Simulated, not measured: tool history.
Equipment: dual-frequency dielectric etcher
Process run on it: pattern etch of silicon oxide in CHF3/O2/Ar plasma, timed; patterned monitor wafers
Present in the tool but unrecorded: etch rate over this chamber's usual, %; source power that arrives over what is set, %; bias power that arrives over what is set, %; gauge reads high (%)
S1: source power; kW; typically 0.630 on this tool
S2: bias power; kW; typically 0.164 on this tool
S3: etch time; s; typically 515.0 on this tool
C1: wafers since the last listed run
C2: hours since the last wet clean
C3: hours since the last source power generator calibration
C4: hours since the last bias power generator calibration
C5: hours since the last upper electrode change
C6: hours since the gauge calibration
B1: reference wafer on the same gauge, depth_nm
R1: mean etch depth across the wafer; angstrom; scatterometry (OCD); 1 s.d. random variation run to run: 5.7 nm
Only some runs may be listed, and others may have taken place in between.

run   hour     S1     S2     S3   C1     C2     C3      C4      C5     C6      B1     R1
  1    0.0  0.630  0.164  515.0    0   20.5   77.5  2100.8  2662.7    6.5  1070.7  10167
  2   18.8  0.630  0.136  472.5   77   39.3   96.3  2119.6  2681.5   25.3  1068.9   8814
  3   40.8  0.630  0.164  515.0   90   61.3  118.3  2141.6  2703.5   47.3  1068.7  10057
  4   61.8  0.630  0.164  515.0   86   82.3  139.3  2162.6  2724.5   68.3  1068.1  10155
  5   88.0  0.630  0.164  515.0  108  108.5  165.5  2188.8  2750.7   94.5  1066.2  10037
  6  102.9  0.630  0.164  515.0   61  123.4  180.4  2203.7  2765.6  109.4  1066.6  10167
  7  137.4  0.630  0.164  515.0  142  157.9  214.9  2238.2  2800.1  143.9  1065.7  10054
  8  154.9  0.540  0.203  426.5   72  175.4  232.4  2255.7  2817.6  161.4  1063.6   8427
  9  168.9  0.730  0.141  422.0   57  189.4  246.4  2269.7  2831.6  175.4  1062.9   8393
 10  182.7  0.630  0.164  515.0   57  203.2  260.2  2283.5  2845.4  189.2  1060.3  10052
     189.3  -- bias power generator calibrated
 11  200.1  0.560  0.145  620.5   55  220.6  277.6    10.8  2862.8  206.6  1060.7  11210
 12  224.4  0.710  0.146  420.0  100  244.9  301.9    35.1  2887.1  230.9  1061.6   8253
 13  249.8  0.770  0.164  515.0  104  270.3  327.3    60.5  2912.5  256.3  1058.5  10677
 14  281.8  0.630  0.164  515.0  132  302.3  359.3    92.5  2944.5  288.3  1059.5  10071
 15  303.5  0.780  0.135  447.0   89  324.0  381.0   114.2  2966.2  310.0  1057.6   8936
 16  338.1  0.770  0.194  515.0  142  358.6  415.6   148.8  3000.8  344.6  1056.2  11179
 17  369.3  0.630  0.146  589.0  128  389.8  446.8   180.0  3032.0  375.8  1053.6  11108
     398.6  -- upper electrode replaced
 18  399.1  0.630  0.128  451.0   23  419.6  476.6   209.8     0.5  405.6  1053.9   8213
     436.7  -- wet clean of the chamber
 19  437.2  0.790  0.176  608.5   58    0.5  514.7   247.9    38.6  443.7  1052.1  12810
 20  439.7  0.630  0.164  515.0   10    3.0  517.2   250.4    41.1  446.2  1050.4  10012
 21  468.8  0.780  0.147  431.5  120   32.1  546.3   279.5    70.2  475.3  1049.7   8697
 22  488.7  0.630  0.128  451.0   82   52.0  566.2   299.4    90.1  495.2  1047.2   8201
 23  510.3  0.630  0.153  364.0   89   73.6  587.8   321.0   111.7  516.8  1048.6   6944
     529.9  -- gauge calibrated
 24  531.0  0.630  0.164  515.0   85   94.3  608.5   341.7   132.4    1.1  1070.5  10250
 25  545.1  0.680  0.126  396.0   58  108.4  622.6   355.8   146.5   15.2  1072.1   7498
 26  561.1  0.490  0.131  473.0   66  124.4  638.6   371.8   162.5   31.2  1068.6   8190
 27  592.1  0.630  0.146  436.0  128  155.4  669.6   402.8   193.5   62.2  1067.7   8351

What will run 28 give?
 28  606.6  0.630  0.164  515.0  59  169.9  684.1  417.3  208.0  76.7   ?   ?

B1: 1065.9
R1: 10180 angstrom
Take away the tool's hidden state, keep the run-to-run variation as it was, and the same run would have given R1 10202 angstrom.
